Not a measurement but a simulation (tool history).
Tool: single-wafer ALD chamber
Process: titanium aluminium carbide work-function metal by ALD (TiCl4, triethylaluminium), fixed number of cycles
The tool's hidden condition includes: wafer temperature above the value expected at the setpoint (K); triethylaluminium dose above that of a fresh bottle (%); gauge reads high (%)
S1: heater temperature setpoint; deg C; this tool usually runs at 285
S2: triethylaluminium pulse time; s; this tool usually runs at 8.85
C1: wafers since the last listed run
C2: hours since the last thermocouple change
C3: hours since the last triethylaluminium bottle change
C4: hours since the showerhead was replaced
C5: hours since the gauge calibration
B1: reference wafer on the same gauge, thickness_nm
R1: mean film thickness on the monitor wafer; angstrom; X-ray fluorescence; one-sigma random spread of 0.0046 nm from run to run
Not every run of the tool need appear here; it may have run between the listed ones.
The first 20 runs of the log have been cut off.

{"run": 21, "hour": 896.0, "S1": 294, "S2": 10.51, "C1": 683, "C2": 1342.9, "C3": 361.6, "C4": 59.3, "C5": 292.8, "B1": 2.169, "R1": 20}
{"hour": 961.0, "done": "thermocouple changed; heater temperature recalibrated"}
{"run": 22, "hour": 961.5, "S1": 295, "S2": 11.04, "C1": 836, "C2": 0.5, "C3": 427.1, "C4": 124.8, "C5": 358.3, "B1": 2.171, "R1": 19.68}
{"run": 23, "hour": 993.8, "S1": 293, "S2": 11.43, "C1": 469, "C2": 32.8, "C3": 459.4, "C4": 157.1, "C5": 390.6, "B1": 2.17, "R1": 19.52}
{"run": 24, "hour": 1101.3, "S1": 285, "S2": 11.4, "C1": 1563, "C2": 140.3, "C3": 566.9, "C4": 264.6, "C5": 498.1, "B1": 2.17, "R1": 18.85}
{"hour": 1143.6, "done": "triethylaluminium bottle replaced"}
{"run": 25, "hour": 1151.9, "S1": 280, "S2": 5.69, "C1": 619, "C2": 190.9, "C3": 8.3, "C4": 315.2, "C5": 548.7, "B1": 2.17, "R1": 13.08}
{"run": 26, "hour": 1189.5, "S1": 285, "S2": 8.85, "C1": 546, "C2": 228.5, "C3": 45.9, "C4": 352.8, "C5": 586.3, "B1": 2.17, "R1": 18.37}
{"run": 27, "hour": 1219.8, "S1": 272, "S2": 7.68, "C1": 440, "C2": 258.8, "C3": 76.2, "C4": 383.1, "C5": 616.6, "B1": 2.169, "R1": 16.49}
{"run": 28, "hour": 1263.1, "S1": 271, "S2": 10.96, "C1": 629, "C2": 302.1, "C3": 119.5, "C4": 426.4, "C5": 659.9, "B1": 2.171, "R1": 18.03}
{"run": 29, "hour": 1300.5, "S1": 271, "S2": 5.66, "C1": 543, "C2": 339.5, "C3": 156.9, "C4": 463.8, "C5": 697.3, "B1": 2.17, "R1": 12.45}
{"run": 30, "hour": 1326.1, "S1": 272, "S2": 12.26, "C1": 372, "C2": 365.1, "C3": 182.5, "C4": 489.4, "C5": 722.9, "B1": 2.17, "R1": 18.21}
{"hour": 1346.7, "done": "gauge calibrated"}
{"run": 31, "hour": 1387.7, "S1": 290, "S2": 9.96, "C1": 895, "C2": 426.7, "C3": 244.1, "C4": 551, "C5": 41, "B1": 2.17, "R1": 19.32}
{"run": 32, "hour": 1441.6, "S1": 275, "S2": 10.71, "C1": 783, "C2": 480.6, "C3": 298, "C4": 604.9, "C5": 94.9, "B1": 2.17, "R1": 18.22}

Branching from run 32: 4 alternative next runs. What would each branch give?
{"run": "A", "hour": 1442.0, "S1": 278, "S2": 8.85, "C1": 5, "C2": 481, "C3": 298.4, "C4": 605.3, "C5": 95.3, "B1": "?", "R1": "?"}
{"run": "B", "hour": 1442.0, "S1": 271, "S2": 10.53, "C1": 5, "C2": 481, "C3": 298.4, "C4": 605.3, "C5": 95.3, "B1": "?", "R1": "?"}
{"run": "C", "hour": 1442.0, "S1": 291, "S2": 7.81, "C1": 5, "C2": 481, "C3": 298.4, "C4": 605.3, "C5": 95.3, "B1": "?", "R1": "?"}
{"run": "D", "hour": 1442.0, "S1": 294, "S2": 11.94, "C1": 5, "C2": 481, "C3": 298.4, "C4": 605.3, "C5": 95.3, "B1": "?", "R1": "?"}

run=A B1=2.171 R1=17.75
run=B B1=2.171 R1=17.83
run=C B1=2.171 R1=17.92
run=D B1=2.171 R1=20.03
Without the tool's hidden state the same runs would have given:
run=A R1=17.61
run=B R1=17.57
run=C R1=17.91
run=D R1=19.72
